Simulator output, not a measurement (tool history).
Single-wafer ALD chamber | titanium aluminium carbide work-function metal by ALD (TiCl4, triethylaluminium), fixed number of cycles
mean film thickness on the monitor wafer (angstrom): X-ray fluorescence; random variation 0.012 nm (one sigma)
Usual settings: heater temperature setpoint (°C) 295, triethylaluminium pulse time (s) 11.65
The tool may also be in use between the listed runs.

| run | hour | heater temperature setpoint (°C) | triethylaluminium pulse time (s) | read-back reference wafer on the same gauge, thickness_nm | mean film thickness on the monitor wafer (angstrom) |
|---|---|---|---|---|---|
| 1 | 0.0 | 295 | 11.65 | 1.790 | 20.82 |
| 2 | 51.4 | 295 | 11.65 | 1.791 | 20.74 |
|  | 65.5 | triethylaluminium bottle replaced |
| 3 | 80.5 | 295 | 11.65 | 1.792 | 21.97 |
| 4 | 102.3 | 295 | 11.65 | 1.791 | 22.11 |
| 5 | 171.7 | 295 | 11.65 | 1.789 | 21.87 |
| 6 | 196.2 | 295 | 11.65 | 1.795 | 21.79 |
|  | 199.0 | gauge calibrated |
| 7 | 221.1 | 295 | 14.58 | 1.790 | 22.11 |
| 8 | 247.4 | 295 | 14.58 | 1.793 | 22.26 |
| 9 | 282.4 | 295 | 14.58 | 1.789 | 22.29 |
| 10 | 311.5 | 295 | 13.17 | 1.784 | 22.31 |
| 11 | 325.6 | 295 | 13.17 | 1.791 | 22.11 |
| 12 | 352.0 | 303 | 7.90 | 1.792 | 21.25 |
|  | 360.9 | showerhead replaced |
| 13 | 400.5 | 295 | 11.65 | 1.789 | 21.84 |
| 14 | 434.8 | 280 | 11.65 | 1.790 | 20.66 |
| 15 | 449.7 | 284 | 15.83 | 1.797 | 21.63 |
| 16 | 463.9 | 284 | 11.65 | 1.785 | 21.22 |
| 17 | 496.9 | 306 | 10.18 | 1.788 | 22.49 |
| 18 | 519.8 | 288 | 14.28 | 1.790 | 21.55 |
| 19 | 541.1 | 289 | 9.41 | 1.788 | 20.78 |
| 20 | 568.3 | 280 | 9.53 | 1.790 | 20.14 |
| 21 | 585.8 | 295 | 11.65 | 1.791 | 21.67 |
|  | 616.7 | thermocouple changed; heater temperature recalibrated |
| 22 | 617.2 | 295 | 7.19 | 1.790 | 19.74 |
| 23 | 630.8 | 295 | 9.63 | 1.793 | 21.27 |
| 24 | 657.8 | 290 | 7.05 | 1.790 | 19.39 |
| 25 | 679.1 | 302 | 11.65 | 1.789 | 22.32 |
| 26 | 691.7 | 307 | 8.14 | 1.790 | 21.31 |
| 27 | 705.3 | 306 | 15.66 | 1.791 | 23.03 |
| 28 | 744.3 | 295 | 10.15 | 1.786 | 21.18 |
| 29 | 775.8 | 295 | 11.65 | 1.792 | 21.75 |
| 30 | 788.6 | 304 | 15.49 | 1.790 | 23.06 |
| 31 | 823.0 | 301 | 11.65 | 1.787 | 22.52 |
| 32 | 843.4 | 308 | 8.99 | 1.788 | 21.98 |
| 33 | 878.5 | 303 | 7.90 | 1.792 | 20.77 |

Some steps in mean film thickness on the monitor wafer (angstrom) between neighbouring runs. How much of each would the tool show without its hidden state too (settings, what came in, random variation), and how much is left for the hidden state, with any gauge scatter that isn't in both results?
The hidden state here: wafer temperature above the value expected at the setpoint (K); triethylaluminium dose above that of a fresh bottle (%); gauge reads high (%).
Run 2 -> 3: triethylaluminium bottle replaced. mean film thickness on the monitor wafer (angstrom) +1.23: hidden state +1.28, all else -0.05.
Run 21 -> 22: triethylaluminium pulse time (s) 11.65 -> 7.19, thermocouple changed; heater temperature recalibrated. mean film thickness on the monitor wafer (angstrom) -1.93: hidden state -0.39, all else -1.54.
Run 23 -> 24: heater temperature setpoint (°C) 295 -> 290, triethylaluminium pulse time (s) 9.63 -> 7.05. mean film thickness on the monitor wafer (angstrom) -1.88: hidden state -0.29, all else -1.59.
Run 24 -> 25: heater temperature setpoint (°C) 290 -> 302, triethylaluminium pulse time (s) 7.05 -> 11.65. mean film thickness on the monitor wafer (angstrom) +2.93: hidden state +0.40, all else +2.53.
Run 26 -> 27: heater temperature setpoint (°C) 307 -> 306, triethylaluminium pulse time (s) 8.14 -> 15.66. mean film thickness on the monitor wafer (angstrom) +1.72: hidden state +0.50, all else +1.22.
